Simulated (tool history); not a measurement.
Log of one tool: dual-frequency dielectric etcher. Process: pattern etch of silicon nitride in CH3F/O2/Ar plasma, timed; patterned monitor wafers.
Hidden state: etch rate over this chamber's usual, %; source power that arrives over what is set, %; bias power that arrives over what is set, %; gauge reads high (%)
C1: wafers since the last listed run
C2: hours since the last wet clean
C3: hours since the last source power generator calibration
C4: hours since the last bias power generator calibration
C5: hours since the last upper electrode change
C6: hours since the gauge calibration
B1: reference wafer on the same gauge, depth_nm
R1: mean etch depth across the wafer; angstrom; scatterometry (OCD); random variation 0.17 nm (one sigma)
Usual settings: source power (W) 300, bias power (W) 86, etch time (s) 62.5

run 1 hour=0 | source_power_(W)=260 bias_power_(W)=86 etch_time_(s)=62.5 | C1=0 C2=108.4 C3=3596.2 C4=2846.3 C5=3015.5 C6=1825.6 | B1=47.39 | R1=376.1
run 2 hour=67.6 | source_power_(W)=300 bias_power_(W)=86 etch_time_(s)=62.5 | C1=909 C2=176 C3=3663.8 C4=2913.9 C5=3083.1 C6=1893.2 | B1=47.39 | R1=391.2
run 3 hour=167.9 | source_power_(W)=300 bias_power_(W)=86 etch_time_(s)=62.5 | C1=1349 C2=276.3 C3=3764.1 C4=3014.2 C5=3183.4 C6=1993.5 | B1=47.42 | R1=392.8
run 4 hour=220.1 | source_power_(W)=300 bias_power_(W)=86 etch_time_(s)=62.5 | C1=702 C2=328.5 C3=3816.3 C4=3066.4 C5=3235.6 C6=2045.7 | B1=47.41 | R1=395.3
run 5 hour=307.1 | source_power_(W)=300 bias_power_(W)=86 etch_time_(s)=62.5 | C1=1170 C2=415.5 C3=3903.3 C4=3153.4 C5=3322.6 C6=2132.7 | B1=47.39 | R1=398.1
-- hour=471.6 wet clean of the chamber
run 6 hour=585.2 | source_power_(W)=300 bias_power_(W)=86 etch_time_(s)=72 | C1=3418 C2=113.6 C3=4181.4 C4=3431.5 C5=3600.7 C6=2410.8 | B1=47.38 | R1=452
-- hour=624.3 upper electrode replaced
run 7 hour=642.5 | source_power_(W)=300 bias_power_(W)=86 etch_time_(s)=62.5 | C1=447 C2=170.9 C3=4238.7 C4=3488.8 C5=18.2 C6=2468.1 | B1=47.41 | R1=394
run 8 hour=706 | source_power_(W)=300 bias_power_(W)=86 etch_time_(s)=62.5 | C1=854 C2=234.4 C3=4302.2 C4=3552.3 C5=81.7 C6=2531.6 | B1=47.45 | R1=395.4
run 9 hour=982.4 | source_power_(W)=300 bias_power_(W)=86 etch_time_(s)=47.5 | C1=3718 C2=510.8 C3=4578.6 C4=3828.7 C5=358.1 C6=2808 | B1=47.42 | R1=304.5
-- hour=1041.5 wet clean of the chamber
run 10 hour=1065.1 | source_power_(W)=330 bias_power_(W)=86 etch_time_(s)=71.5 | C1=789 C2=23.6 C3=4661.3 C4=3911.4 C5=440.8 C6=2890.7 | B1=47.41 | R1=452.7
run 11 hour=1110.3 | source_power_(W)=300 bias_power_(W)=86 etch_time_(s)=62.5 | C1=608 C2=68.8 C3=4706.5 C4=3956.6 C5=486 C6=2935.9 | B1=47.4 | R1=388.3
run 12 hour=1182.5 | source_power_(W)=380 bias_power_(W)=86 etch_time_(s)=62.5 | C1=971 C2=141 C3=4778.7 C4=4028.8 C5=558.2 C6=3008.1 | B1=47.38 | R1=408.7
-- hour=1280.9 bias power generator calibrated
run 13 hour=1341.7 | source_power_(W)=300 bias_power_(W)=86 etch_time_(s)=62.5 | C1=2087 C2=300.2 C3=4937.9 C4=60.8 C5=717.4 C6=3167.3 | B1=47.39 | R1=403.8
run 14 hour=1445.9 | source_power_(W)=300 bias_power_(W)=86 etch_time_(s)=62.5 | C1=1401 C2=404.4 C3=5042.1 C4=165 C5=821.6 C6=3271.5 | B1=47.42 | R1=402.1
run 15 hour=1507.7 | source_power_(W)=300 bias_power_(W)=86 etch_time_(s)=54 | C1=831 C2=466.2 C3=5103.9 C4=226.8 C5=883.4 C6=3333.3 | B1=47.38 | R1=354.5
run 16 hour=1576.5 | source_power_(W)=300 bias_power_(W)=103 etch_time_(s)=62.5 | C1=925 C2=535 C3=5172.7 C4=295.6 C5=952.2 C6=3402.1 | B1=47.41 | R1=450.1
-- hour=1629.3 wet clean of the chamber
run 17 hour=1667.8 | source_power_(W)=220 bias_power_(W)=65 etch_time_(s)=54.5 | C1=905 C2=38.5 C3=5264 C4=386.9 C5=1043.5 C6=3493.4 | B1=47.44 | R1=268.7
-- hour=1708.2 source power generator calibrated
-- hour=1735.6 gauge calibrated
run 18 hour=1750.1 | source_power_(W)=300 bias_power_(W)=78 etch_time_(s)=62.5 | C1=1053 C2=120.8 C3=41.9 C4=469.2 C5=1125.8 C6=14.5 | B1=47.43 | R1=377.8
run 19 hour=1825.4 | source_power_(W)=300 bias_power_(W)=86 etch_time_(s)=70.5 | C1=1012 C2=196.1 C3=117.2 C4=544.5 C5=1201.1 C6=89.8 | B1=47.42 | R1=446.7
run 20 hour=1914 | source_power_(W)=300 bias_power_(W)=86 etch_time_(s)=67.5 | C1=1191 C2=284.7 C3=205.8 C4=633.1 C5=1289.7 C6=178.4 | B1=47.39 | R1=432.9
run 21 hour=1954.1 | source_power_(W)=240 bias_power_(W)=102 etch_time_(s)=62.5 | C1=539 C2=324.8 C3=245.9 C4=673.2 C5=1329.8 C6=218.5 | B1=47.39 | R1=419.8
run 22 hour=2045.8 | source_power_(W)=340 bias_power_(W)=86 etch_time_(s)=46.5 | C1=1233 C2=416.5 C3=337.6 C4=764.9 C5=1421.5 C6=310.2 | B1=47.45 | R1=309.7
-- hour=2250.4 wet clean of the chamber
run 23 hour=2250.9 | source_power_(W)=300 bias_power_(W)=86 etch_time_(s)=67.5 | C1=2436 C2=0.5 C3=542.7 C4=970 C5=1626.6 C6=515.3 | B1=47.36 | R1=423.8
run 24 hour=2275.5 | source_power_(W)=350 bias_power_(W)=86 etch_time_(s)=62.5 | C1=330 C2=25.1 C3=567.3 C4=994.6 C5=1651.2 C6=539.9 | B1=47.37 | R1=412.6
run 25 hour=2353.9 | source_power_(W)=300 bias_power_(W)=86 etch_time_(s)=55.5 | C1=1054 C2=103.5 C3=645.7 C4=1073 C5=1729.6 C6=618.3 | B1=47.46 | R1=354.5
run 26 hour=2431.5 | source_power_(W)=300 bias_power_(W)=86 etch_time_(s)=47.5 | C1=1043 C2=181.1 C3=723.3 C4=1150.6 C5=1807.2 C6=695.9 | B1=47.39 | R1=303.8
run 27 hour=2479.1 | source_power_(W)=370 bias_power_(W)=95 etch_time_(s)=45 | C1=640 C2=228.7 C3=770.9 C4=1198.2 C5=1854.8 C6=743.5 | B1=47.41 | R1=322.1
run 28 hour=2556.6 | source_power_(W)=370 bias_power_(W)=86 etch_time_(s)=62.5 | C1=1042 C2=306.2 C3=848.4 C4=1275.7 C5=1932.3 C6=821 | B1=47.4 | R1=425.1

How the hidden state differs across the entries between the runs, from the last listed run before each to the first after it:
Between runs 5 and 6: wet clean of the chamber (hour 471.6)
  etch rate over this chamber's usual, %: 2.65 -> 0.913; bias power that arrives over what is set, %: -3.13 -> -3.44
  measured less the result without the state, R1: +3 -> -5.1 angstrom
Between runs 6 and 7: upper electrode replaced (hour 624.3)
  etch rate over this chamber's usual, %: 0.913 -> 1.37; bias power that arrives over what is set, %: -3.44 -> -3.5
  measured less the result without the state, R1: -5.1 -> -2.9 angstrom
Between runs 9 and 10: wet clean of the chamber (hour 1041.5)
  etch rate over this chamber's usual, %: 4.06 -> -0.0422; bias power that arrives over what is set, %: -3.87 -> -3.96
  measured less the result without the state, R1: +5 -> -10.9 angstrom
Between runs 12 and 13: bias power generator calibrated (hour 1280.9)
  etch rate over this chamber's usual, %: 0.886 -> 2.15; bias power that arrives over what is set, %: -4.09 -> -0.872
  measured less the result without the state, R1: -6.3 -> +6.4 angstrom
Between runs 16 and 17: wet clean of the chamber (hour 1629.3)
  etch rate over this chamber's usual, %: 4 -> 0.409; bias power that arrives over what is set, %: -1.13 -> -1.23
  measured less the result without the state, R1: +14.3 -> -0.7 angstrom
Between runs 17 and 18: source power generator calibrated (hour 1708.2); gauge calibrated (hour 1735.6)
  etch rate over this chamber's usual, %: 0.409 -> 1.06; bias power that arrives over what is set, %: -1.23 -> -1.32
  measured less the result without the state, R1: -0.7 -> +1.2 angstrom
Between runs 22 and 23: wet clean of the chamber (hour 2250.4)
  etch rate over this chamber's usual, %: 3.4 -> 0.888; bias power that arrives over what is set, %: -1.65 -> -1.87
  measured less the result without the state, R1: +7.3 -> -0.9 angstrom
